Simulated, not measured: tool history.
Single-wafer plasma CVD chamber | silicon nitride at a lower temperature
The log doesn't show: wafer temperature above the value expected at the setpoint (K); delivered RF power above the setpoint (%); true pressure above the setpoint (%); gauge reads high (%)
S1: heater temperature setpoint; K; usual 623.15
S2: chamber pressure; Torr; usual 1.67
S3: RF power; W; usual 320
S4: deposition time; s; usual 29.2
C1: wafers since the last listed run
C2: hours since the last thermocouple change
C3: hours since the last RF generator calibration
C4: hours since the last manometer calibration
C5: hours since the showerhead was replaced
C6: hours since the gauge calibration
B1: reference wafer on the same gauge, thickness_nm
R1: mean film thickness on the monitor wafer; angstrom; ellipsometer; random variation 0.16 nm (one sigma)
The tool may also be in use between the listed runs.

run,hour,S1,S2,S3,S4,C1,C2,C3,C4,C5,C6,B1,R1
1,0,623.15,1.67,320,30.4,0,1189.3,1563.6,633.6,5720.1,72.9,42.412,443.3
2,31,623.15,1.67,320,30.4,547,1220.3,1594.6,664.6,5751.1,103.9,42.405,445.87
3,55.1,623.15,1.67,320,30.4,425,1244.4,1618.7,688.7,5775.2,128,42.372,445.2
4,81.9,623.15,1.67,320,29.2,473,1271.2,1645.5,715.5,5802,154.8,42.457,427.41
5,106.3,623.15,1.67,320,29.2,431,1295.6,1669.9,739.9,5826.4,179.2,42.468,428.94
6,122.5,623.15,1.67,320,29.2,286,1311.8,1686.1,756.1,5842.6,195.4,42.48,427.49
7,155.8,623.15,1.67,270,29.2,588,1345.1,1719.4,789.4,5875.9,228.7,42.445,378.48
# hour 176.4: thermocouple changed; heater temperature recalibrated
8,185,623.15,1.67,270,29.2,374,8.6,1748.6,818.6,5905.1,257.9,42.397,376.55
9,210,623.15,1.67,270,29.2,441,33.6,1773.6,843.6,5930.1,282.9,42.43,380.91
10,228.5,623.15,1.67,320,31,327,52.1,1792.1,862.1,5948.6,301.4,42.357,456.61
11,249.8,623.15,1.67,320,29.2,376,73.4,1813.4,883.4,5969.9,322.7,42.417,427.94
12,274.8,623.15,1.67,320,24.7,441,98.4,1838.4,908.4,5994.9,347.7,42.438,361.62
13,296.8,623.15,1.67,320,29.2,388,120.4,1860.4,930.4,6016.9,369.7,42.428,431.84
14,314.2,623.15,1.67,285,29.2,307,137.8,1877.8,947.8,6034.3,387.1,42.455,395.36
15,329.4,634.15,1.34,320,23.9,268,153,1893,963,6049.5,402.3,42.391,325.29
# hour 337.5: capacitance manometer re-zeroed and calibrated
16,361.1,623.15,1.67,320,24.7,418,184.7,1924.7,23.6,6081.2,434,42.376,357.26
17,374.1,619.15,1.25,265,26,229,197.7,1937.7,36.6,6094.2,447,42.4,292.59
# hour 393.4: gauge calibrated
18,404,623.15,1.67,340,27.2,528,227.6,1967.6,66.5,6124.1,10.6,42.467,406.72
19,419.3,623.15,1.92,305,23.7,270,242.9,1982.9,81.8,6139.4,25.9,42.339,346.3
20,432,623.15,1.67,360,26.2,224,255.6,1995.6,94.5,6152.1,38.6,42.409,411.11
# hour 443.9: RF generator calibrated
# hour 458.6: showerhead replaced
21,465.5,623.15,1.67,360,26.2,309,289.1,21.6,128,6.9,72.1,42.396,430.67
22,491.9,623.15,1.67,320,24.7,466,315.5,48,154.4,33.3,98.5,42.45,376.83
23,520.5,623.15,1.96,320,29.2,505,344.1,76.6,183,61.9,127.1,42.416,468.67
24,550.3,629.15,1.67,320,24.5,526,373.9,106.4,212.8,91.7,156.9,42.396,371.17
25,576.9,635.15,1.39,345,29.2,470,400.5,133,239.4,118.3,183.5,42.494,429.62
26,600.7,611.15,1.94,290,27.6,420,424.3,156.8,263.2,142.1,207.3,42.372,411.72
27,624,635.15,2,370,34.9,411,447.6,180.1,286.5,165.4,230.6,42.375,616.1
28,646.3,623.15,1.67,290,29.2,394,469.9,202.4,308.8,187.7,252.9,42.421,412.23

5 ways to go on from here, each from the tool as it stands after run 28. What would each give?
A,646.7,623.15,1.67,320,29.2,7,470.3,202.8,309.2,188.1,253.3,?,?
B,646.7,623.15,1.67,320,30.7,7,470.3,202.8,309.2,188.1,253.3,?,?
C,646.7,612.15,1.67,265,29.2,7,470.3,202.8,309.2,188.1,253.3,?,?
D,646.7,631.15,1.67,270,31.6,7,470.3,202.8,309.2,188.1,253.3,?,?
E,646.7,628.15,1.5,280,32.7,7,470.3,202.8,309.2,188.1,253.3,?,?

run,B1,R1
A,42.382,439
B,42.382,461.5
C,42.382,384.85
D,42.382,419.49
E,42.382,429.45
Without the tool's hidden state the same runs would have given:
run,R1
A,446.8
B,469.7
C,392.15
D,427.45
E,437.36
